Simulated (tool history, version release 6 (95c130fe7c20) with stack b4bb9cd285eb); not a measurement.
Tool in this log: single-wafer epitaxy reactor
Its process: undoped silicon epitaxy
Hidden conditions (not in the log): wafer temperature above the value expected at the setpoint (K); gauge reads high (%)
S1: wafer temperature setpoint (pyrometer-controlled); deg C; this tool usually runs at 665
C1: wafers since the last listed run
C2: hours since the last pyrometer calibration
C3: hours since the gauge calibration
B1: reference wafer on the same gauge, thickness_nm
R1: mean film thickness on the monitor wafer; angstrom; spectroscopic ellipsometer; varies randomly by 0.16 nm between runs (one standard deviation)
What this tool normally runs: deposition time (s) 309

run 1 hour=0 | S1=665 deposition_time_(s)=309 | C1=0 C2=2524.3 C3=373.2 | B1=84.34 | R1=683.46
run 2 hour=13.1 | S1=665 deposition_time_(s)=309 | C1=55 C2=2537.4 C3=386.3 | B1=84.277 | R1=680.43
run 3 hour=31.3 | S1=665 deposition_time_(s)=309 | C1=76 C2=2555.6 C3=404.5 | B1=84.358 | R1=679.42
run 4 hour=52.1 | S1=665 deposition_time_(s)=309 | C1=87 C2=2576.4 C3=425.3 | B1=84.294 | R1=681.37
run 5 hour=75 | S1=665 deposition_time_(s)=309 | C1=96 C2=2599.3 C3=448.2 | B1=84.28 | R1=678.14
run 6 hour=105 | S1=665 deposition_time_(s)=309 | C1=126 C2=2629.3 C3=478.2 | B1=84.309 | R1=680.65
run 7 hour=137.8 | S1=665 deposition_time_(s)=309 | C1=138 C2=2662.1 C3=511 | B1=84.268 | R1=678.14
run 8 hour=170 | S1=665 deposition_time_(s)=309 | C1=136 C2=2694.3 C3=543.2 | B1=84.296 | R1=678.08
run 9 hour=189.3 | S1=665 deposition_time_(s)=309 | C1=81 C2=2713.6 C3=562.5 | B1=84.225 | R1=675.36
run 10 hour=224.8 | S1=674 deposition_time_(s)=268 | C1=150 C2=2749.1 C3=598 | B1=84.293 | R1=727.56
run 11 hour=246.6 | S1=674 deposition_time_(s)=268 | C1=92 C2=2770.9 C3=619.8 | B1=84.327 | R1=724.83
run 12 hour=260.7 | S1=665 deposition_time_(s)=309 | C1=59 C2=2785 C3=633.9 | B1=84.309 | R1=676.8
run 13 hour=291.3 | S1=665 deposition_time_(s)=309 | C1=129 C2=2815.6 C3=664.5 | B1=84.288 | R1=672.98
-- hour=317.9 pyrometer calibrated
run 14 hour=318.2 | S1=665 deposition_time_(s)=309 | C1=79 C2=0.3 C3=691.4 | B1=84.28 | R1=716.62
run 15 hour=332.2 | S1=665 deposition_time_(s)=309 | C1=59 C2=14.3 C3=705.4 | B1=84.311 | R1=719.02
run 16 hour=361.2 | S1=665 deposition_time_(s)=309 | C1=122 C2=43.3 C3=734.4 | B1=84.338 | R1=716.03
run 17 hour=389.1 | S1=665 deposition_time_(s)=309 | C1=117 C2=71.2 C3=762.3 | B1=84.312 | R1=716
run 18 hour=423.9 | S1=665 deposition_time_(s)=309 | C1=147 C2=106 C3=797.1 | B1=84.258 | R1=716.53
run 19 hour=441.9 | S1=660 deposition_time_(s)=333 | C1=76 C2=124 C3=815.1 | B1=84.323 | R1=685.33
run 20 hour=463.7 | S1=656 deposition_time_(s)=309 | C1=92 C2=145.8 C3=836.9 | B1=84.298 | R1=574.66
run 21 hour=496.6 | S1=656 deposition_time_(s)=309 | C1=139 C2=178.7 C3=869.8 | B1=84.316 | R1=573.54
run 22 hour=516.5 | S1=674 deposition_time_(s)=268 | C1=84 C2=198.6 C3=889.7 | B1=84.292 | R1=768.07
run 23 hour=544.5 | S1=659 deposition_time_(s)=365 | C1=118 C2=226.6 C3=917.7 | B1=84.33 | R1=729.77
run 24 hour=565.6 | S1=674 deposition_time_(s)=287 | C1=89 C2=247.7 C3=938.8 | B1=84.23 | R1=823.55
run 25 hour=590.6 | S1=665 deposition_time_(s)=309 | C1=105 C2=272.7 C3=963.8 | B1=84.32 | R1=713.36
run 26 hour=619.6 | S1=665 deposition_time_(s)=309 | C1=122 C2=301.7 C3=992.8 | B1=84.303 | R1=715.55
run 27 hour=634.1 | S1=676 deposition_time_(s)=250 | C1=61 C2=316.2 C3=1007.3 | B1=84.347 | R1=749.55
run 28 hour=668.5 | S1=665 deposition_time_(s)=347 | C1=145 C2=350.6 C3=1041.7 | B1=84.349 | R1=803.64
run 29 hour=689 | S1=665 deposition_time_(s)=309 | C1=86 C2=371.1 C3=1062.2 | B1=84.349 | R1=717.07
-- hour=698.1 gauge calibrated
run 30 hour=715.4 | S1=669 deposition_time_(s)=341 | C1=111 C2=397.5 C3=17.3 | B1=84.28 | R1=864.99
run 31 hour=745 | S1=670 deposition_time_(s)=281 | C1=125 C2=427.1 C3=46.9 | B1=84.289 | R1=731.48
run 32 hour=768.6 | S1=670 deposition_time_(s)=309 | C1=99 C2=450.7 C3=70.5 | B1=84.312 | R1=805.68
run 33 hour=792.2 | S1=654 deposition_time_(s)=309 | C1=99 C2=474.3 C3=94.1 | B1=84.28 | R1=545.6
run 34 hour=817.1 | S1=670 deposition_time_(s)=281 | C1=105 C2=499.2 C3=119 | B1=84.288 | R1=734.1
run 35 hour=834.9 | S1=660 deposition_time_(s)=283 | C1=75 C2=517 C3=136.8 | B1=84.271 | R1=578.99
run 36 hour=848.1 | S1=676 deposition_time_(s)=363 | C1=55 C2=530.2 C3=150 | B1=84.398 | R1=1089
run 37 hour=870.4 | S1=665 deposition_time_(s)=309 | C1=94 C2=552.5 C3=172.3 | B1=84.314 | R1=716.73
run 38 hour=895.6 | S1=670 deposition_time_(s)=329 | C1=106 C2=577.7 C3=197.5 | B1=84.235 | R1=858.71
run 39 hour=918.2 | S1=665 deposition_time_(s)=280 | C1=95 C2=600.3 C3=220.1 | B1=84.293 | R1=647.93
run 40 hour=949.7 | S1=665 deposition_time_(s)=309 | C1=133 C2=631.8 C3=251.6 | B1=84.302 | R1=714.13
run 41 hour=973.1 | S1=665 deposition_time_(s)=309 | C1=98 C2=655.2 C3=275 | B1=84.323 | R1=714.11
run 42 hour=994.5 | S1=665 deposition_time_(s)=309 | C1=90 C2=676.6 C3=296.4 | B1=84.284 | R1=715.66
run 43 hour=1010.5 | S1=658 deposition_time_(s)=357 | C1=67 C2=692.6 C3=312.4 | B1=84.312 | R1=694.48

Below are 4 alternative next runs, each starting from the tool's condition after run 43. Predict each:
run A hour=1011 | S1=680 deposition_time_(s)=309 | C1=2 C2=693.1 C3=312.9 | B1=? | R1=?
run B hour=1011 | S1=679 deposition_time_(s)=283 | C1=2 C2=693.1 C3=312.9 | B1=? | R1=?
run C hour=1011 | S1=652 deposition_time_(s)=355 | C1=2 C2=693.1 C3=312.9 | B1=? | R1=?
run D hour=1011 | S1=679 deposition_time_(s)=345 | C1=2 C2=693.1 C3=312.9 | B1=? | R1=?

run=A B1=84.287 R1=1019.15
run=B B1=84.287 R1=911.97
run=C B1=84.287 R1=598.11
run=D B1=84.287 R1=1111.77
Without the tool's unlogged condition, the same runs would have read:
run=A R1=1015.46
run=B R1=908.66
run=C R1=595.79
run=D R1=1107.73
